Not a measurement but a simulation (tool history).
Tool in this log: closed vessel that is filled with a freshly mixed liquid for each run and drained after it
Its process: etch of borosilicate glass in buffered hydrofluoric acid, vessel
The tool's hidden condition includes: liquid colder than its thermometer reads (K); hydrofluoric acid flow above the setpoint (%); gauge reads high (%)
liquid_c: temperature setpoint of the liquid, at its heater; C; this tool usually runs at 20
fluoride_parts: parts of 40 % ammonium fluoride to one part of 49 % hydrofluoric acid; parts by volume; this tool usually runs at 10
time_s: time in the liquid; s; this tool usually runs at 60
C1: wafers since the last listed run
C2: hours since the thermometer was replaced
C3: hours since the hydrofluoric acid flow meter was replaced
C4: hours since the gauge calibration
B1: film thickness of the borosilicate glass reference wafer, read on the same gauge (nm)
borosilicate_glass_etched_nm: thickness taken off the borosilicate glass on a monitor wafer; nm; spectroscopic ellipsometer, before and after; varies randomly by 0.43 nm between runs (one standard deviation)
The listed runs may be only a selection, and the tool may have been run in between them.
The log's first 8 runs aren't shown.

Run 9, hour 451: usual settings; C1 1836; C2 473.6; C3 555.2; C4 519.9; B1 89.29. Result: borosilicate_glass_etched_nm 55.19 nm.
Run 10, hour 490.1: usual settings but liquid_c 17 C, time_s 35 s; C1 2459; C2 512.7; C3 594.3; C4 559; B1 89.19. Result: borosilicate_glass_etched_nm 27.47 nm.
Run 11, hour 559.3: usual settings; C1 4352; C2 581.9; C3 663.5; C4 628.2; B1 88.88. Result: borosilicate_glass_etched_nm 55.24 nm.
At hour 563.2: thermometer replaced.
Run 12, hour 611.4: usual settings but liquid_c 18.5 C; C1 3213; C2 48.2; C3 715.6; C4 680.3; B1 88.54. Result: borosilicate_glass_etched_nm 49.6 nm.
Run 13, hour 681.5: usual settings but liquid_c 18.5 C; C1 4408; C2 118.3; C3 785.7; C4 750.4; B1 88.17. Result: borosilicate_glass_etched_nm 49.6 nm.
Run 14, hour 721.6: usual settings but liquid_c 18.5 C; C1 2521; C2 158.4; C3 825.8; C4 790.5; B1 87.9. Result: borosilicate_glass_etched_nm 50.51 nm.
Run 15, hour 746.4: usual settings; C1 1559; C2 183.2; C3 850.6; C4 815.3; B1 87.78. Result: borosilicate_glass_etched_nm 54.48 nm.
Run 16, hour 784.7: usual settings but time_s 45 s; C1 2408; C2 221.5; C3 888.9; C4 853.6; B1 87.53. Result: borosilicate_glass_etched_nm 40.87 nm.
Run 17, hour 823.6: usual settings but time_s 95 s; C1 2446; C2 260.4; C3 927.8; C4 892.5; B1 87.28. Result: borosilicate_glass_etched_nm 85.45 nm.
At hour 850.3: gauge calibrated.
Run 18, hour 870.6: usual settings but liquid_c 17.5 C; C1 2955; C2 307.4; C3 974.8; C4 20.3; B1 89.92. Result: borosilicate_glass_etched_nm 48.28 nm.
Run 19, hour 915.1: usual settings but liquid_c 21.5 C, fluoride_parts 12.5 parts by volume, time_s 40 s; C1 2798; C2 351.9; C3 1019.3; C4 64.8; B1 89.88. Result: borosilicate_glass_etched_nm 31.95 nm.
Run 20, hour 978.1: usual settings but liquid_c 22.5 C, fluoride_parts 7.5 parts by volume, time_s 30 s; C1 3962; C2 414.9; C3 1082.3; C4 127.8; B1 89.85. Result: borosilicate_glass_etched_nm 41.85 nm.
At hour 1007.3: hydrofluoric acid flow meter replaced.
Run 21, hour 1007.8: usual settings; C1 1805; C2 444.6; C3 0.5; C4 157.5; B1 89.8. Result: borosilicate_glass_etched_nm 55.8 nm.
Run 22, hour 1031.4: usual settings but fluoride_parts 13 parts by volume; C1 1484; C2 468.2; C3 24.1; C4 181.1; B1 89.77. Result: borosilicate_glass_etched_nm 43.17 nm.
Run 23, hour 1062: usual settings but fluoride_parts 7.5 parts by volume, time_s 40 s; C1 1924; C2 498.8; C3 54.7; C4 211.7; B1 89.71. Result: borosilicate_glass_etched_nm 48.74 nm.
Run 24, hour 1109: usual settings but liquid_c 17 C, fluoride_parts 12.5 parts by volume; C1 2955; C2 545.8; C3 101.7; C4 258.7; B1 89.63. Result: borosilicate_glass_etched_nm 37.45 nm.
Run 25, hour 1140.3: usual settings but liquid_c 17 C, fluoride_parts 12.5 parts by volume, time_s 70 s; C1 1968; C2 577.1; C3 133; C4 290; B1 89.54. Result: borosilicate_glass_etched_nm 44.14 nm.
At hour 1172.2: thermometer replaced.
Run 26, hour 1183.8: usual settings but fluoride_parts 8 parts by volume, time_s 85 s; C1 2672; C2 11.6; C3 176.5; C4 333.5; B1 89.47. Result: borosilicate_glass_etched_nm 94.91 nm.
Run 27, hour 1251.9: usual settings but liquid_c 24.5 C, fluoride_parts 8 parts by volume; C1 4282; C2 79.7; C3 244.6; C4 401.6; B1 89.25. Result: borosilicate_glass_etched_nm 85.54 nm.
Run 28, hour 1296.4: usual settings but liquid_c 18.5 C, fluoride_parts 12.5 parts by volume, time_s 80 s; C1 2798; C2 124.2; C3 289.1; C4 446.1; B1 89.13. Result: borosilicate_glass_etched_nm 54.16 nm.
Run 29, hour 1352: usual settings; C1 3496; C2 179.8; C3 344.7; C4 501.7; B1 88.92. Result: borosilicate_glass_etched_nm 55.6 nm.
Run 30, hour 1395.1: usual settings but liquid_c 17.5 C, fluoride_parts 14 parts by volume; C1 2710; C2 222.9; C3 387.8; C4 544.8; B1 88.72. Result: borosilicate_glass_etched_nm 34.5 nm.
Run 31, hour 1430.1: usual settings; C1 2201; C2 257.9; C3 422.8; C4 579.8; B1 88.58. Result: borosilicate_glass_etched_nm 54.82 nm.

Below are 4 alternative next runs, each starting from the tool's condition after run 31. Predict each:
Run A, hour 1430.8: usual settings; C1 44; C2 258.6; C3 423.5; C4 580.5; B1 ?. Result: borosilicate_glass_etched_nm ?.
Run B, hour 1430.8: usual settings but fluoride_parts 12.5 parts by volume, time_s 70 s; C1 44; C2 258.6; C3 423.5; C4 580.5; B1 ?. Result: borosilicate_glass_etched_nm ?.
Run C, hour 1430.8: usual settings but liquid_c 24 C; C1 44; C2 258.6; C3 423.5; C4 580.5; B1 ?. Result: borosilicate_glass_etched_nm ?.
Run D, hour 1430.8: usual settings but time_s 75 s; C1 44; C2 258.6; C3 423.5; C4 580.5; B1 ?. Result: borosilicate_glass_etched_nm ?.

run     B1  borosilicate_glass_etched_nm
  A  88.58                         55.08
  B  88.58                         51.54
  C  88.58                         68.39
  D  88.58                         68.85
Stripped of hidden state, with their random variation kept, the same runs would have yielded:
run  borosilicate_glass_etched_nm
  A                         55.96
  B                         52.36
  C                         69.49
  D                         69.96
